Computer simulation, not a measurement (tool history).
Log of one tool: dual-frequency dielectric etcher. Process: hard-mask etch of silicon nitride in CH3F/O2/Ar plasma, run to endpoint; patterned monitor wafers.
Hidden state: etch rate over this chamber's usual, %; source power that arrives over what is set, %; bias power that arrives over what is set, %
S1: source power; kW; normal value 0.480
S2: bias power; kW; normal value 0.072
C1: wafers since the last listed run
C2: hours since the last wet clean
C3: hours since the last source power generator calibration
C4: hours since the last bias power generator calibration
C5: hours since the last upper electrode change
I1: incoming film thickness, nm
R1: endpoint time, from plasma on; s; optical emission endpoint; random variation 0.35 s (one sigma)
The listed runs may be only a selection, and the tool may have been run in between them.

{"run": 1, "hour": 0.0, "S1": 0.51, "S2": 0.072, "C1": 0, "C2": 182.4, "C3": 1808.4, "C4": 1230.4, "C5": 2767.0, "I1": 33.0, "R1": 41.7}
{"run": 2, "hour": 68.9, "S1": 0.51, "S2": 0.072, "C1": 682, "C2": 251.3, "C3": 1877.3, "C4": 1299.3, "C5": 2835.9, "I1": 33.29, "R1": 42.8}
{"run": 3, "hour": 153.4, "S1": 0.48, "S2": 0.082, "C1": 837, "C2": 335.8, "C3": 1961.8, "C4": 1383.8, "C5": 2920.4, "I1": 33.14, "R1": 43.0}
{"run": 4, "hour": 200.8, "S1": 0.48, "S2": 0.072, "C1": 469, "C2": 383.2, "C3": 2009.2, "C4": 1431.2, "C5": 2967.8, "I1": 32.87, "R1": 43.6}
{"hour": 247.0, "done": "wet clean of the chamber"}
{"run": 5, "hour": 273.1, "S1": 0.57, "S2": 0.072, "C1": 478, "C2": 26.1, "C3": 2081.5, "C4": 1503.5, "C5": 3040.1, "I1": 32.79, "R1": 42.1}
{"run": 6, "hour": 331.3, "S1": 0.57, "S2": 0.072, "C1": 576, "C2": 84.3, "C3": 2139.7, "C4": 1561.7, "C5": 3098.3, "I1": 32.92, "R1": 42.3}
{"run": 7, "hour": 375.3, "S1": 0.57, "S2": 0.072, "C1": 436, "C2": 128.3, "C3": 2183.7, "C4": 1605.7, "C5": 3142.3, "I1": 32.75, "R1": 42.1}
{"run": 8, "hour": 417.0, "S1": 0.39, "S2": 0.061, "C1": 413, "C2": 170.0, "C3": 2225.4, "C4": 1647.4, "C5": 3184.0, "I1": 33.08, "R1": 52.4}
{"hour": 506.5, "done": "upper electrode replaced"}
{"run": 9, "hour": 521.7, "S1": 0.39, "S2": 0.061, "C1": 799, "C2": 274.7, "C3": 2330.1, "C4": 1752.1, "C5": 15.2, "I1": 32.83, "R1": 51.5}
{"hour": 560.5, "done": "wet clean of the chamber, repeated, since the last time left the tool worse"}
{"run": 10, "hour": 570.9, "S1": 0.48, "S2": 0.072, "C1": 249, "C2": 10.4, "C3": 2379.3, "C4": 1801.3, "C5": 64.4, "I1": 32.55, "R1": 41.6}
{"hour": 604.3, "done": "bias power generator calibrated"}
{"hour": 668.0, "done": "source power generator calibrated"}
{"run": 11, "hour": 678.5, "S1": 0.48, "S2": 0.072, "C1": 987, "C2": 118.0, "C3": 10.5, "C4": 74.2, "C5": 172.0, "I1": 32.87, "R1": 42.7}
{"run": 12, "hour": 745.8, "S1": 0.48, "S2": 0.072, "C1": 667, "C2": 185.3, "C3": 77.8, "C4": 141.5, "C5": 239.3, "I1": 32.94, "R1": 42.9}
{"run": 13, "hour": 831.5, "S1": 0.52, "S2": 0.066, "C1": 849, "C2": 271.0, "C3": 163.5, "C4": 227.2, "C5": 325.0, "I1": 32.99, "R1": 42.7}
{"run": 14, "hour": 900.2, "S1": 0.44, "S2": 0.067, "C1": 680, "C2": 339.7, "C3": 232.2, "C4": 295.9, "C5": 393.7, "I1": 32.5, "R1": 45.3}
{"run": 15, "hour": 970.0, "S1": 0.37, "S2": 0.058, "C1": 691, "C2": 409.5, "C3": 302.0, "C4": 365.7, "C5": 463.5, "I1": 33.06, "R1": 52.0}
{"hour": 994.3, "done": "wet clean of the chamber"}
{"run": 16, "hour": 1016.7, "S1": 0.54, "S2": 0.077, "C1": 225, "C2": 22.4, "C3": 348.7, "C4": 412.4, "C5": 510.2, "I1": 32.85, "R1": 39.6}
{"run": 17, "hour": 1053.6, "S1": 0.59, "S2": 0.064, "C1": 365, "C2": 59.3, "C3": 385.6, "C4": 449.3, "C5": 547.1, "I1": 32.99, "R1": 40.6}
{"run": 18, "hour": 1106.0, "S1": 0.48, "S2": 0.072, "C1": 519, "C2": 111.7, "C3": 438.0, "C4": 501.7, "C5": 599.5, "I1": 32.73, "R1": 42.9}
{"run": 19, "hour": 1176.3, "S1": 0.48, "S2": 0.072, "C1": 696, "C2": 182.0, "C3": 508.3, "C4": 572.0, "C5": 669.8, "I1": 32.71, "R1": 43.0}
{"run": 20, "hour": 1225.0, "S1": 0.48, "S2": 0.072, "C1": 482, "C2": 230.7, "C3": 557.0, "C4": 620.7, "C5": 718.5, "I1": 32.93, "R1": 43.6}
{"run": 21, "hour": 1283.4, "S1": 0.39, "S2": 0.086, "C1": 578, "C2": 289.1, "C3": 615.4, "C4": 679.1, "C5": 776.9, "I1": 32.77, "R1": 44.5}
{"run": 22, "hour": 1325.2, "S1": 0.48, "S2": 0.084, "C1": 414, "C2": 330.9, "C3": 657.2, "C4": 720.9, "C5": 818.7, "I1": 32.71, "R1": 41.4}
{"hour": 1402.6, "done": "wet clean of the chamber"}
{"run": 23, "hour": 1403.1, "S1": 0.44, "S2": 0.066, "C1": 534, "C2": 0.5, "C3": 735.1, "C4": 798.8, "C5": 896.6, "I1": 32.69, "R1": 44.8}
{"run": 24, "hour": 1454.9, "S1": 0.39, "S2": 0.077, "C1": 513, "C2": 52.3, "C3": 786.9, "C4": 850.6, "C5": 948.4, "I1": 32.74, "R1": 45.8}

Exercise: give the hidden state of the tool at every run:
source power that arrives over what is set, %: 0 on each run
bias power that arrives over what is set, %: 0 on each run
H1: etch rate over this chamber's usual, %
run=1 H1=-1.4
run=2 H1=-1.8
run=3 H1=-2.28
run=4 H1=-2.56
run=5 H1=-5.27
run=6 H1=-5.6
run=7 H1=-5.86
run=8 H1=-6.1
run=9 H1=-6.7
run=10 H1=0.115
run=11 H1=-0.503
run=12 H1=-0.89
run=13 H1=-1.38
run=14 H1=-1.78
run=15 H1=-2.18
run=16 H1=-0.0163
run=17 H1=-0.228
run=18 H1=-0.53
run=19 H1=-0.934
run=20 H1=-1.21
run=21 H1=-1.55
run=22 H1=-1.79
run=23 H1=-0.125
run=24 H1=-0.423

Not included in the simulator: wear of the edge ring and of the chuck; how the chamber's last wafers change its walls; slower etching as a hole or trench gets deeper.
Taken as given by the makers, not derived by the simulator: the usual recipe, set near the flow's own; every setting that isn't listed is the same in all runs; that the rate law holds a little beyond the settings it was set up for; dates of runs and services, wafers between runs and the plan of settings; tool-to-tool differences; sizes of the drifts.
